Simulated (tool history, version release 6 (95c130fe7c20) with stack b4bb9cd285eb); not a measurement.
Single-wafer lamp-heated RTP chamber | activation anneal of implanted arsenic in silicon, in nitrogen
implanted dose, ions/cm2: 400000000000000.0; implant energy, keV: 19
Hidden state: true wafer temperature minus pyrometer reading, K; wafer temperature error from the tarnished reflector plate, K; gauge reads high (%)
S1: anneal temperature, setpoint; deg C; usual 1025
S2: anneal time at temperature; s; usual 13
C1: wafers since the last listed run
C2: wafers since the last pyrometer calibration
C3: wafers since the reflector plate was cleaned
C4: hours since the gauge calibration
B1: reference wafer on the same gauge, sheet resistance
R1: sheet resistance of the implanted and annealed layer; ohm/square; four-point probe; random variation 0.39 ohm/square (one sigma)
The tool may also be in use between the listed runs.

run	hour	S1	S2	C1	C2	C3	C4	B1	R1
1	0.0	1025	10	0	1076	487	305.4	256.02	259.20
2	40.1	1025	10	484	1561	972	345.5	255.99	259.26
3	79.0	1025	10	470	2031	1442	384.4	255.98	259.09
4	136.8	1025	16	699	2730	2141	442.2	255.99	256.12
# hour 195.7: pyrometer window cleaned and pyrometer calibrated
5	222.1	1025	16	934	319	3076	527.5	256.01	257.07
6	292.3	1025	13	848	1168	3925	597.7	256.03	256.97
7	366.5	1025	13	897	2066	4822	671.9	255.92	257.57
8	470.0	1025	13	1251	3317	6074	775.4	255.91	257.35
# hour 481.9: pyrometer window cleaned and pyrometer calibrated
9	577.1	1025	13	1198	1151	7273	882.5	255.97	256.35
# hour 655.0: reflector plate cleaned
# hour 670.1: pyrometer window cleaned and pyrometer calibrated, repeated, since the last time left the tool worse
10	677.6	1053	11	1021	90	176	983.0	255.97	255.59
11	773.4	1004	6	1158	1248	1335	1078.8	256.07	263.57
12	821.7	1042	5	584	1832	1919	1127.1	255.93	260.62
13	888.5	1025	10	807	2640	2727	1193.9	256.02	258.73
14	925.4	1025	19	446	3087	3173	1230.8	255.96	254.30
# hour 975.3: pyrometer window cleaned and pyrometer calibrated
15	975.8	1025	20	512	6	3686	1281.2	256.00	255.48
16	1015.2	1010	16	476	483	4162	1320.6	255.87	258.45
# hour 1191.5: gauge calibrated
17	1258.8	1010	13	2946	3429	7108	67.3	256.08	258.97
# hour 1310.7: pyrometer window cleaned and pyrometer calibrated
# hour 1503.8: reflector plate cleaned
18	1548.1	1042	5	3305	2774	536	356.6	256.01	261.25

The tool's hidden state at each run:
wafer temperature error from the tarnished reflector plate, K: 0 in every run
gauge reads high (%): 0 in every run
H1: true wafer temperature minus pyrometer reading, K
run	H1
1	3.85
2	4.62
3	5.13
4	5.62
5	2.27
6	4.53
7	5.76
8	6.52
9	14.2
10	0.569
11	3.88
12	4.72
13	5.4
14	5.63
15	0.254
16	2.09
17	5.82
18	6.02
